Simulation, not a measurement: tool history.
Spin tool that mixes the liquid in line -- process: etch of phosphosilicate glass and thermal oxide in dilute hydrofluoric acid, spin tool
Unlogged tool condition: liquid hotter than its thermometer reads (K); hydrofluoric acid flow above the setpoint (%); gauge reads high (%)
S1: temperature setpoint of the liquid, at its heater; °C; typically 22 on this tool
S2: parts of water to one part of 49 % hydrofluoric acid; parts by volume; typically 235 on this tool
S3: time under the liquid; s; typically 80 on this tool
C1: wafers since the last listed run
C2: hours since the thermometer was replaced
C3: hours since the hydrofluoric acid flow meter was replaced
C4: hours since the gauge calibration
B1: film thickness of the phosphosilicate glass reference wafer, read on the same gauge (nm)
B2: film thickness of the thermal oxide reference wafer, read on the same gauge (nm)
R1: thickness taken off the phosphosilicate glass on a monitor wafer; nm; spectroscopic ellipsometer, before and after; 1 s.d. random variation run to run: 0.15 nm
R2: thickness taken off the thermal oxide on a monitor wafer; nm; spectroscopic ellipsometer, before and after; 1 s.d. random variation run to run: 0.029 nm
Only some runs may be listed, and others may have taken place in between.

run 1 hour=0 | S1=20 S2=235 S3=40 | C1=0 C2=1583 C3=202.6 C4=911.6 | B1=130.01 B2=129.974 | R1=10.07 R2=0.586
run 2 hour=24.4 | S1=20 S2=235 S3=40 | C1=353 C2=1607.4 C3=227 C4=936 | B1=130.02 B2=130.013 | R1=10.1 R2=0.587
run 3 hour=58.4 | S1=22 S2=140 S3=100 | C1=493 C2=1641.4 C3=261 C4=970 | B1=130 B2=129.993 | R1=51.1 R2=2.917
run 4 hour=87.8 | S1=22 S2=235 S3=45 | C1=426 C2=1670.8 C3=290.4 C4=999.4 | B1=130.01 B2=129.998 | R1=12.27 R2=0.695
run 5 hour=110.3 | S1=20.5 S2=185 S3=120 | C1=326 C2=1693.3 C3=312.9 C4=1021.9 | B1=130.01 B2=130.002 | R1=41.78 R2=2.403
run 6 hour=125.8 | S1=19 S2=235 S3=80 | C1=224 C2=1708.8 C3=328.4 C4=1037.4 | B1=130 B2=130.023 | R1=19.6 R2=1.12
run 7 hour=146.5 | S1=24 S2=235 S3=105 | C1=300 C2=1729.5 C3=349.1 C4=1058.1 | B1=130.02 B2=130.026 | R1=31.23 R2=1.808
run 8 hour=168.9 | S1=22 S2=235 S3=80 | C1=324 C2=1751.9 C3=371.5 C4=1080.5 | B1=130.02 B2=129.989 | R1=22.16 R2=1.279
run 9 hour=183.9 | S1=22 S2=235 S3=80 | C1=217 C2=1766.9 C3=386.5 C4=1095.5 | B1=130 B2=130.004 | R1=22.04 R2=1.3
run 10 hour=261 | S1=25 S2=235 S3=60 | C1=1118 C2=1844 C3=463.6 C4=1172.6 | B1=130 B2=130.011 | R1=18.73 R2=1.076
-- hour=265.7 thermometer replaced
run 11 hour=322.8 | S1=17.5 S2=280 S3=65 | C1=882 C2=57.1 C3=525.4 C4=1234.4 | B1=129.98 B2=130.009 | R1=12.47 R2=0.727
run 12 hour=344 | S1=17.5 S2=190 S3=60 | C1=307 C2=78.3 C3=546.6 C4=1255.6 | B1=130 B2=129.988 | R1=18.35 R2=1.102
run 13 hour=360.1 | S1=17 S2=180 S3=80 | C1=233 C2=94.4 C3=562.7 C4=1271.7 | B1=130.01 B2=130.004 | R1=25.22 R2=1.459
-- hour=398.5 hydrofluoric acid flow meter replaced
run 14 hour=467.3 | S1=22 S2=300 S3=45 | C1=1540 C2=201.6 C3=68.8 C4=1378.9 | B1=130 B2=130.013 | R1=8.83 R2=0.492
run 15 hour=493.7 | S1=22 S2=145 S3=105 | C1=383 C2=228 C3=95.2 C4=1405.3 | B1=129.99 B2=129.983 | R1=50.27 R2=2.86
-- hour=506.5 gauge calibrated
run 16 hour=521 | S1=22 S2=235 S3=80 | C1=396 C2=255.3 C3=122.5 C4=14.5 | B1=130 B2=129.989 | R1=21.71 R2=1.243
run 17 hour=540.8 | S1=24 S2=165 S3=105 | C1=287 C2=275.1 C3=142.3 C4=34.3 | B1=129.99 B2=130.014 | R1=47.11 R2=2.737
run 18 hour=567.3 | S1=22 S2=235 S3=80 | C1=384 C2=301.6 C3=168.8 C4=60.8 | B1=129.98 B2=129.985 | R1=21.51 R2=1.235
run 19 hour=592.7 | S1=25 S2=275 S3=65 | C1=368 C2=327 C3=194.2 C4=86.2 | B1=130 B2=129.996 | R1=16.27 R2=0.927
run 20 hour=609.8 | S1=19.5 S2=305 S3=30 | C1=248 C2=344.1 C3=211.3 C4=103.3 | B1=130 B2=130.028 | R1=5.42 R2=0.297
run 21 hour=639.9 | S1=22 S2=235 S3=80 | C1=436 C2=374.2 C3=241.4 C4=133.4 | B1=130 B2=130.015 | R1=22.08 R2=1.249

Predict the results of run 22:
run 22 hour=664.7 | S1=20 S2=155 S3=50 | C1=359 C2=399 C3=266.2 C4=158.2 | B1=? B2=? | R1=? R2=?

{"run 22": {"B1": 130, "B2": 129.986, "R1": 20.74, "R2": 1.226}}
On a tool with no hidden condition, and with the same random variation, this run would have come out at R1 20.21 nm, R2 1.195 nm.
